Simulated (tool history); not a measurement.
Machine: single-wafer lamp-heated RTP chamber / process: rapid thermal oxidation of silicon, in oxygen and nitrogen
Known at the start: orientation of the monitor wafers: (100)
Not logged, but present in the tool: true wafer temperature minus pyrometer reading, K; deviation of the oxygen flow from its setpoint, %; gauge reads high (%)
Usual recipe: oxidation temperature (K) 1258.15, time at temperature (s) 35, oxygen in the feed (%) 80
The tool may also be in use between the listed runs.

run,day,oxidation temperature (K),time at temperature (s),oxygen in the feed (%),wafers since the last listed run,wafers since the last pyrometer calibration,hours since the oxygen flow controller was replaced,hours since the gauge calibration,"read-back reference wafer on the same gauge, thickness",oxide thickness on the monitor wafer (Å)
1,0.000,1258.15,35,80,0,1441,2518.5,517.3,3.134,37.93
2,0.775,1258.15,35,80,256,1697,2537.1,535.9,3.133,38.35
3,2.192,1258.15,35,80,468,2166,2571.1,569.9,3.131,38.55
4,3.121,1246.15,35,80,307,2473,2593.4,592.2,3.127,35.70
# day 3.604: pyrometer window cleaned and pyrometer calibrated
5,4.267,1246.15,35,80,268,218,2620.9,619.7,3.131,34.76
6,5.350,1246.15,35,80,358,577,2646.9,645.7,3.133,34.76
7,6.812,1258.15,35,80,483,1061,2682.0,680.8,3.134,38.29
8,7.771,1258.15,35,80,317,1378,2705.0,703.8,3.132,38.47
9,9.192,1258.15,35,80,470,1848,2739.1,737.9,3.126,38.56
10,10.467,1258.15,35,80,421,2270,2769.7,768.5,3.129,38.58
# day 11.154: pyrometer window cleaned and pyrometer calibrated
11,11.175,1258.15,35,80,124,6,2786.7,785.5,3.132,40.01
# day 12.250: gauge calibrated
12,12.521,1258.15,35,80,445,451,2819.0,6.5,3.133,40.26
13,13.733,1258.15,35,98,401,852,2848.1,35.6,3.131,43.17
14,14.362,1258.15,35,98,208,1061,2863.2,50.7,3.131,43.35
15,15.125,1258.15,35,80,252,1313,2881.5,69.0,3.132,40.54
# day 16.354: pyrometer window cleaned and pyrometer calibrated, repeated, since the last time left the tool worse
16,16.375,1258.15,35,80,303,6,2911.5,99.0,3.131,37.50
17,17.438,1233.15,35,90,351,358,2937.0,124.5,3.130,33.05
18,18.588,1270.15,49,98,380,738,2964.6,152.1,3.130,50.33
19,19.512,1258.15,47,80,306,1045,2986.8,174.3,3.130,42.61
20,20.571,1258.15,35,80,350,1395,3012.2,199.7,3.127,37.96
21,21.521,1258.15,35,57,314,1709,3035.0,222.5,3.129,34.57
# day 24.262: pyrometer window cleaned and pyrometer calibrated
# day 25.254: oxygen flow controller replaced
22,25.275,1244.15,35,80,1021,225,0.5,312.6,3.131,34.20
23,25.650,1274.15,35,61,124,349,9.5,321.6,3.127,38.54
24,26.942,1258.15,41,80,427,776,40.5,352.6,3.128,40.40
25,28.058,1258.15,35,80,369,1146,67.3,379.4,3.133,38.17
# day 30.992: pyrometer window cleaned and pyrometer calibrated
26,32.038,1258.15,35,80,1206,345,162.8,474.9,3.130,37.52
27,33.400,1258.15,35,80,450,796,195.5,507.6,3.129,37.86
28,34.862,1286.15,48,95,483,1280,230.6,542.7,3.129,56.00
29,35.596,1246.15,35,98,242,1523,248.2,560.3,3.129,37.21
30,36.954,1237.15,35,98,449,1972,280.8,592.9,3.130,35.34
# day 37.871: pyrometer window cleaned and pyrometer calibrated
31,37.892,1258.15,35,80,199,7,303.3,615.4,3.128,37.16
32,38.533,1258.15,42,80,212,219,318.7,630.8,3.131,40.23
33,39.225,1258.15,35,80,228,448,335.3,647.4,3.129,37.53

Hidden state or all else? Some run-to-run changes of oxide thickness on the monitor wafer (Å), split into what the settings, what came in and random variation would give without the hidden state, and what is left for the hidden state (with any gauge scatter that isn't in both results):
Run 4 -> 5: pyrometer window cleaned and pyrometer calibrated. oxide thickness on the monitor wafer (Å) -0.94: hidden state -1.02, all else +0.08.
Run 10 -> 11: pyrometer window cleaned and pyrometer calibrated. oxide thickness on the monitor wafer (Å) +1.43: hidden state +1.40, all else +0.03.
Run 15 -> 16: pyrometer window cleaned and pyrometer calibrated, repeated, since the last time left the tool worse. oxide thickness on the monitor wafer (Å) -3.04: hidden state -3.24, all else +0.20.
Run 17 -> 18: oxidation temperature (K) 1233.15 -> 1270.15, time at temperature (s) 35 -> 49, oxygen in the feed (%) 90 -> 98. oxide thickness on the monitor wafer (Å) +17.28: hidden state +0.36, all else +16.92.
Run 27 -> 28: oxidation temperature (K) 1258.15 -> 1286.15, time at temperature (s) 35 -> 48, oxygen in the feed (%) 80 -> 95. oxide thickness on the monitor wafer (Å) +18.14: hidden state +0.59, all else +17.55.
Run 28 -> 29: oxidation temperature (K) 1286.15 -> 1246.15, time at temperature (s) 48 -> 35, oxygen in the feed (%) 95 -> 98. oxide thickness on the monitor wafer (Å) -18.79: hidden state -0.26, all else -18.53.

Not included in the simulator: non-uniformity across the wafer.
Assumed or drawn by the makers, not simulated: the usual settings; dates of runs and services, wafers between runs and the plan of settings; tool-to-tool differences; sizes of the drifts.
